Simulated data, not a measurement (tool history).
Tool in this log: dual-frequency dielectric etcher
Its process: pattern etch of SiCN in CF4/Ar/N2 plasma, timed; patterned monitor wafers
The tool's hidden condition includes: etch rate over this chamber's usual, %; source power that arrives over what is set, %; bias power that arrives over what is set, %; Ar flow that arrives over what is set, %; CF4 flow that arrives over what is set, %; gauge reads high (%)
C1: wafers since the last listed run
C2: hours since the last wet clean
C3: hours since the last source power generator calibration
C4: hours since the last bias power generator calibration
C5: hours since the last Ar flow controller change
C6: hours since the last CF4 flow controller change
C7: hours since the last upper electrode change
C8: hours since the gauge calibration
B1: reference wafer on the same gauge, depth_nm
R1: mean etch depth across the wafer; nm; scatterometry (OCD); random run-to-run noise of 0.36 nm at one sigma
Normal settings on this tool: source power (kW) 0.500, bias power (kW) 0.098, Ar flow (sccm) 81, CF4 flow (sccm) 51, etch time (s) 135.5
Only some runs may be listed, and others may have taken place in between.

Run 1, day 0.000: usual settings but Ar flow (sccm) 73; C1 0; C2 226.2; C3 1898.9; C4 2092.1; C5 4346.1; C6 5386.8; C7 4010.4; C8 500.6; B1 156.9. Result: R1 140.5 nm.
Run 2, day 0.592: usual settings but bias power (kW) 0.086; C1 129; C2 240.4; C3 1913.1; C4 2106.3; C5 4360.3; C6 5401.0; C7 4024.6; C8 514.8; B1 157.0. Result: R1 130.7 nm.
Run 3, day 1.575: usual settings but bias power (kW) 0.086; C1 214; C2 264.0; C3 1936.7; C4 2129.9; C5 4383.9; C6 5424.6; C7 4048.2; C8 538.4; B1 157.0. Result: R1 131.0 nm.
Run 4, day 2.429: usual settings; C1 186; C2 284.5; C3 1957.2; C4 2150.4; C5 4404.4; C6 5445.1; C7 4068.7; C8 558.9; B1 156.9. Result: R1 138.7 nm.
At day 2.654: source power generator calibrated.
Run 5, day 3.008: usual settings but bias power (kW) 0.106; C1 90; C2 298.4; C3 8.5; C4 2164.3; C5 4418.3; C6 5459.0; C7 4082.6; C8 572.8; B1 157.0. Result: R1 150.3 nm.
At day 3.575: bias power generator calibrated.
At day 4.992: wet clean of the chamber.
Run 6, day 5.012: usual settings but bias power (kW) 0.106; C1 182; C2 0.5; C3 56.6; C4 34.5; C5 4466.4; C6 5507.1; C7 4130.7; C8 620.9; B1 157.1. Result: R1 151.3 nm.
Run 7, day 5.229: usual settings but CF4 flow (sccm) 41, etch time (s) 151.5; C1 47; C2 5.7; C3 61.8; C4 39.7; C5 4471.6; C6 5512.3; C7 4135.9; C8 626.1; B1 157.0. Result: R1 158.5 nm.
At day 6.367: upper electrode replaced.
Run 8, day 6.388: usual settings but source power (kW) 0.450, bias power (kW) 0.080, Ar flow (sccm) 61, CF4 flow (sccm) 47; C1 34; C2 33.5; C3 89.6; C4 67.5; C5 4499.4; C6 5540.1; C7 0.5; C8 653.9; B1 157.0. Result: R1 124.7 nm.
Run 9, day 6.675: usual settings but Ar flow (sccm) 95, CF4 flow (sccm) 43; C1 62; C2 40.4; C3 96.5; C4 74.4; C5 4506.3; C6 5547.0; C7 7.4; C8 660.8; B1 157.0. Result: R1 139.0 nm.
Run 10, day 8.146: usual settings but bias power (kW) 0.106; C1 321; C2 75.7; C3 131.8; C4 109.7; C5 4541.6; C6 5582.3; C7 42.7; C8 696.1; B1 156.9. Result: R1 150.0 nm.
At day 8.450: gauge calibrated.
Run 11, day 9.358: usual settings but source power (kW) 0.600, bias power (kW) 0.121, Ar flow (sccm) 86; C1 264; C2 104.8; C3 160.9; C4 138.8; C5 4570.7; C6 5611.4; C7 71.8; C8 21.8; B1 157.0. Result: R1 181.1 nm.
Run 12, day 10.425: usual settings but source power (kW) 0.420, Ar flow (sccm) 96, CF4 flow (sccm) 62, etch time (s) 107.5; C1 232; C2 130.4; C3 186.5; C4 164.4; C5 4596.3; C6 5637.0; C7 97.4; C8 47.4; B1 156.9. Result: R1 100.7 nm.
Run 13, day 11.154: usual settings but source power (kW) 0.420, Ar flow (sccm) 96, CF4 flow (sccm) 62, etch time (s) 107.5; C1 159; C2 147.9; C3 204.0; C4 181.9; C5 4613.8; C6 5654.5; C7 114.9; C8 64.9; B1 157.0. Result: R1 100.8 nm.
At day 11.596: CF4 flow controller replaced.
Run 14, day 12.546: usual settings but bias power (kW) 0.084, Ar flow (sccm) 73, CF4 flow (sccm) 44; C1 249; C2 181.3; C3 237.4; C4 215.3; C5 4647.2; C6 22.8; C7 148.3; C8 98.3; B1 157.0. Result: R1 133.0 nm.
At day 13.067: Ar flow controller replaced.
Run 15, day 13.667: usual settings but source power (kW) 0.470; C1 190; C2 208.2; C3 264.3; C4 242.2; C5 14.4; C6 49.7; C7 175.2; C8 125.2; B1 156.9. Result: R1 137.6 nm.
Run 16, day 14.750: usual settings but source power (kW) 0.390, CF4 flow (sccm) 41, etch time (s) 111.5; C1 236; C2 234.2; C3 290.3; C4 268.2; C5 40.4; C6 75.7; C7 201.2; C8 151.2; B1 156.9. Result: R1 96.5 nm.
Run 17, day 15.633: usual settings but bias power (kW) 0.076, CF4 flow (sccm) 42; C1 192; C2 255.4; C3 311.5; C4 289.4; C5 61.6; C6 96.9; C7 222.4; C8 172.4; B1 157.0. Result: R1 123.4 nm.
Run 18, day 16.612: usual settings but bias power (kW) 0.111, CF4 flow (sccm) 48; C1 213; C2 278.9; C3 335.0; C4 312.9; C5 85.1; C6 120.4; C7 245.9; C8 195.9; B1 157.1. Result: R1 151.0 nm.
Run 19, day 18.012: usual settings; C1 305; C2 312.5; C3 368.6; C4 346.5; C5 118.7; C6 154.0; C7 279.5; C8 229.5; B1 156.9. Result: R1 143.4 nm.
Run 20, day 18.967: usual settings but etch time (s) 149.5; C1 208; C2 335.4; C3 391.5; C4 369.4; C5 141.6; C6 176.9; C7 302.4; C8 252.4; B1 156.9. Result: R1 157.4 nm.

What if the next run were any one of these 5? Each begins from the tool's condition after run 20:
Run A, day 18.988: usual settings; C1 4; C2 335.9; C3 392.0; C4 369.9; C5 142.1; C6 177.4; C7 302.9; C8 252.9; B1 ?. Result: R1 ?.
Run B, day 18.988: usual settings but source power (kW) 0.390, bias power (kW) 0.105, CF4 flow (sccm) 55, etch time (s) 148.0; C1 4; C2 335.9; C3 392.0; C4 369.9; C5 142.1; C6 177.4; C7 302.9; C8 252.9; B1 ?. Result: R1 ?.
Run C, day 18.988: usual settings but bias power (kW) 0.081, CF4 flow (sccm) 63, etch time (s) 103.0; C1 4; C2 335.9; C3 392.0; C4 369.9; C5 142.1; C6 177.4; C7 302.9; C8 252.9; B1 ?. Result: R1 ?.
Run D, day 18.988: usual settings but source power (kW) 0.420, CF4 flow (sccm) 63; C1 4; C2 335.9; C3 392.0; C4 369.9; C5 142.1; C6 177.4; C7 302.9; C8 252.9; B1 ?. Result: R1 ?.
Run E, day 18.988: usual settings but source power (kW) 0.470, CF4 flow (sccm) 43, etch time (s) 118.5; C1 4; C2 335.9; C3 392.0; C4 369.9; C5 142.1; C6 177.4; C7 302.9; C8 252.9; B1 ?. Result: R1 ?.

run     B1     R1
  A  157.1  142.5
  B  157.1  135.6
  C  157.1  101.5
  D  157.1  128.6
  E  157.1  116.7
The same runs, with their run-to-run variation unchanged, on a tool lacking any hidden condition would have given:
run     R1
  A  144.9
  B  137.8
  C  103.2
  D  130.7
  E  118.7

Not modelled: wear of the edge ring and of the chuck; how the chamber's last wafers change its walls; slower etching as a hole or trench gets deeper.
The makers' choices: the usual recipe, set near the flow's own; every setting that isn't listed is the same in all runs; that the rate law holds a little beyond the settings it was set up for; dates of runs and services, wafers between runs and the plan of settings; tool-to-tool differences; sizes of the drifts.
